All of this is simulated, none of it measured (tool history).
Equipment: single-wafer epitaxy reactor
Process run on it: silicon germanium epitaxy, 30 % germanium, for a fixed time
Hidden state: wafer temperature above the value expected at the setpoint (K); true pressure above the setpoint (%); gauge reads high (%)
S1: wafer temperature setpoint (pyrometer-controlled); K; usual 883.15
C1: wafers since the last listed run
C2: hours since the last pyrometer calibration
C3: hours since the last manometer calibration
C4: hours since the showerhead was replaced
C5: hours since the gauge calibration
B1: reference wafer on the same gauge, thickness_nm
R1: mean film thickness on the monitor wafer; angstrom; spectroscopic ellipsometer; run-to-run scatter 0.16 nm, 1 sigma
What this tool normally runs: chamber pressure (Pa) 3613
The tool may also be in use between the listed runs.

Run 1, hour 0: usual settings; C1 0; C2 919.4; C3 1155.6; C4 6142.7; C5 820.7; B1 68.221. Result: R1 681.42 angstrom.
Run 2, hour 48.9: usual settings; C1 1472; C2 968.3; C3 1204.5; C4 6191.6; C5 869.6; B1 68.238. Result: R1 676.4 angstrom.
Run 3, hour 95.2: usual settings; C1 1394; C2 1014.6; C3 1250.8; C4 6237.9; C5 915.9; B1 68.248. Result: R1 677.5 angstrom.
Run 4, hour 132.1: usual settings; C1 1111; C2 1051.5; C3 1287.7; C4 6274.8; C5 952.8; B1 68.162. Result: R1 677.58 angstrom.
Run 5, hour 203.1: usual settings but S1 892.15 K; C1 2138; C2 1122.5; C3 1358.7; C4 6345.8; C5 1023.8; B1 68.219. Result: R1 797.97 angstrom.
Run 6, hour 274.9: usual settings but S1 892.15 K; C1 2162; C2 1194.3; C3 1430.5; C4 6417.6; C5 1095.6; B1 68.221. Result: R1 794.54 angstrom.
At hour 313.2: capacitance manometer re-zeroed and calibrated.
Run 7, hour 329.4: usual settings but S1 892.15 K; C1 1400; C2 1248.8; C3 16.2; C4 6472.1; C5 1150.1; B1 68.217. Result: R1 806.07 angstrom.
At hour 355: showerhead replaced.
Run 8, hour 356.1: usual settings but chamber pressure (Pa) 3080; C1 563; C2 1275.5; C3 42.9; C4 1.1; C5 1176.8; B1 68.186. Result: R1 655.27 angstrom.
Run 9, hour 385: usual settings but chamber pressure (Pa) 3080; C1 870; C2 1304.4; C3 71.8; C4 30; C5 1205.7; B1 68.126. Result: R1 654.97 angstrom.
Run 10, hour 421.9: usual settings but chamber pressure (Pa) 3080; C1 1111; C2 1341.3; C3 108.7; C4 66.9; C5 1242.6; B1 68.19. Result: R1 654.93 angstrom.
Run 11, hour 453.2: usual settings; C1 942; C2 1372.6; C3 140; C4 98.2; C5 1273.9; B1 68.191. Result: R1 682.14 angstrom.
Run 12, hour 496.6: usual settings; C1 1307; C2 1416; C3 183.4; C4 141.6; C5 1317.3; B1 68.206. Result: R1 681.31 angstrom.
Run 13, hour 545.7: usual settings but S1 877.15 K, chamber pressure (Pa) 3093; C1 1478; C2 1465.1; C3 232.5; C4 190.7; C5 1366.4; B1 68.235. Result: R1 587.75 angstrom.
Run 14, hour 575.6: usual settings but S1 877.15 K, chamber pressure (Pa) 3093; C1 900; C2 1495; C3 262.4; C4 220.6; C5 1396.3; B1 68.248. Result: R1 587.38 angstrom.
Run 15, hour 614.1: usual settings but S1 877.15 K, chamber pressure (Pa) 3093; C1 1159; C2 1533.5; C3 300.9; C4 259.1; C5 1434.8; B1 68.196. Result: R1 586.89 angstrom.
Run 16, hour 660.3: usual settings but chamber pressure (Pa) 4373; C1 1391; C2 1579.7; C3 347.1; C4 305.3; C5 1481; B1 68.184. Result: R1 716.99 angstrom.
Run 17, hour 703: usual settings but S1 869.15 K, chamber pressure (Pa) 4080; C1 1286; C2 1622.4; C3 389.8; C4 348; C5 1523.7; B1 68.168. Result: R1 543.78 angstrom.
Run 18, hour 743.3: usual settings but S1 892.15 K, chamber pressure (Pa) 3893; C1 1213; C2 1662.7; C3 430.1; C4 388.3; C5 1564; B1 68.223. Result: R1 818.64 angstrom.
Run 19, hour 774.1: usual settings but S1 890.15 K, chamber pressure (Pa) 4066; C1 927; C2 1693.5; C3 460.9; C4 419.1; C5 1594.8; B1 68.17. Result: R1 799.4 angstrom.
Run 20, hour 802.9: usual settings but S1 897.15 K, chamber pressure (Pa) 4013; C1 867; C2 1722.3; C3 489.7; C4 447.9; C5 1623.6; B1 68.193. Result: R1 895.94 angstrom.
Run 21, hour 864.5: usual settings but S1 872.15 K, chamber pressure (Pa) 3893; C1 1855; C2 1783.9; C3 551.3; C4 509.5; C5 1685.2; B1 68.235. Result: R1 567.93 angstrom.
Run 22, hour 925.6: usual settings but S1 887.15 K, chamber pressure (Pa) 3013; C1 1840; C2 1845; C3 612.4; C4 570.6; C5 1746.3; B1 68.204. Result: R1 696.26 angstrom.
At hour 970.9: gauge calibrated.
Run 23, hour 974: usual settings; C1 1457; C2 1893.4; C3 660.8; C4 619; C5 3.1; B1 68.228. Result: R1 679.4 angstrom.
Run 24, hour 1044.8: usual settings; C1 2132; C2 1964.2; C3 731.6; C4 689.8; C5 73.9; B1 68.179. Result: R1 677.75 angstrom.
Run 25, hour 1097: usual settings but chamber pressure (Pa) 3146; C1 1572; C2 2016.4; C3 783.8; C4 742; C5 126.1; B1 68.161. Result: R1 655.68 angstrom.

What will run 26 give?
At hour 1117.9: pyrometer calibrated.
Run 26, hour 1141.4: usual settings but S1 870.15 K, chamber pressure (Pa) 2866; C1 1096; C2 23.5; C3 828.2; C4 786.4; C5 170.5; B1 ?. Result: R1 ?.

B1: 68.142
R1: 512.57 angstrom
With no hidden state in the tool, this same run would have given R1 515.22 angstrom.
